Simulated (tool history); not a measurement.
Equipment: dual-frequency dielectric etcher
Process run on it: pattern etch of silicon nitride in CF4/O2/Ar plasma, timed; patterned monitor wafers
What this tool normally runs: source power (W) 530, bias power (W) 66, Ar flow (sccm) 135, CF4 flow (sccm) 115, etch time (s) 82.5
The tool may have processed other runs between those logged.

run,day,source power (W),bias power (W),Ar flow (sccm),CF4 flow (sccm),etch time (s),wafers since the last listed run,hours since the last wet clean,hours since the last source power generator calibration,hours since the last bias power generator calibration,hours since the last Ar flow controller change,hours since the last CF4 flow controller change,hours since the last upper electrode change,hours since the gauge calibration,"read-back reference wafer on the same gauge, depth_nm",mean etch depth across the wafer (Å)
1,0.000,530,74,135,115,82.5,0,212.2,2267.5,2145.4,5261.4,2347.8,6256.9,422.4,147.8,1923
2,0.950,530,74,135,115,82.5,247,235.0,2290.3,2168.2,5284.2,2370.6,6279.7,445.2,148.2,1906
3,3.821,530,66,135,115,82.5,747,303.9,2359.2,2237.1,5353.1,2439.5,6348.6,514.1,147.9,1808
# day 5.292: upper electrode replaced
4,5.312,530,66,135,115,82.5,128,339.7,2395.0,2272.9,5388.9,2475.3,0.5,549.9,148.0,1791
5,5.329,530,66,135,115,82.5,4,340.1,2395.4,2273.3,5389.3,2475.7,0.9,550.3,147.7,1821
6,5.712,530,66,135,115,82.5,99,349.3,2404.6,2282.5,5398.5,2484.9,10.1,559.5,147.8,1813
# day 6.633: source power generator calibrated
# day 8.854: Ar flow controller replaced
7,8.975,480,66,135,115,82.5,741,427.6,56.2,2360.8,2.9,2563.2,88.4,637.8,147.8,1639
8,10.346,450,51,154,89,82.5,357,460.5,89.1,2393.7,35.8,2596.1,121.3,670.7,147.8,1195
9,11.388,530,51,135,102,106.0,271,485.5,114.1,2418.7,60.8,2621.1,146.3,695.7,147.3,1900
10,11.925,530,66,135,115,91.0,140,498.4,127.0,2431.6,73.7,2634.0,159.2,708.6,147.6,1960
# day 13.442: wet clean of the chamber
11,13.462,560,66,135,115,60.0,140,0.5,163.9,2468.5,110.6,2670.9,196.1,745.5,147.8,1381
# day 13.792: bias power generator calibrated
12,13.967,530,66,135,115,82.5,87,12.6,176.0,4.2,122.7,2683.0,208.2,757.6,147.7,1785
# day 14.483: gauge calibrated
13,14.883,530,66,135,95,62.5,238,34.6,198.0,26.2,144.7,2705.0,230.2,9.6,152.2,1371
14,15.454,530,66,135,115,58.5,148,48.3,211.7,39.9,158.4,2718.7,243.9,23.3,151.7,1299
15,16.942,530,66,135,115,82.5,387,84.0,247.4,75.6,194.1,2754.4,279.6,59.0,151.1,1824
# day 18.404: CF4 flow controller replaced
16,18.425,450,66,135,115,82.5,321,119.6,283.0,111.2,229.7,0.5,315.2,94.6,150.7,1528
17,19.100,530,66,144,125,82.5,175,135.8,299.2,127.4,245.9,16.7,331.4,110.8,150.7,1808
18,20.242,450,51,154,89,82.5,297,163.2,326.6,154.8,273.3,44.1,358.8,138.2,151.0,1216
19,22.533,530,59,135,115,82.5,596,218.2,381.6,209.8,328.3,99.1,413.8,193.2,149.8,1695
20,23.654,530,76,119,115,66.5,291,245.1,408.5,236.7,355.2,126.0,440.7,220.1,149.4,1641
21,24.592,530,66,135,128,82.5,244,267.6,431.0,259.2,377.7,148.5,463.2,242.6,149.5,1836
22,25.562,480,66,135,137,82.5,252,290.9,454.3,282.5,401.0,171.8,486.5,265.9,149.1,1650

The logged runs with the hidden state left out (each run's random variation unchanged):
Hidden conditions of the tool in this case: etch rate over this chamber's usual, %; source power that arrives over what is set, %; bias power that arrives over what is set, %; Ar flow that arrives over what is set, %; CF4 flow that arrives over what is set, %; gauge reads high (%).
run,mean etch depth across the wafer (Å)
1,1972
2,1955
3,1857
4,1840
5,1871
6,1863
7,1686
8,1229
9,1954
10,2017
11,1421
12,1837
13,1370
14,1300
15,1832
16,1539
17,1823
18,1229
19,1719
20,1667
21,1866
22,1679
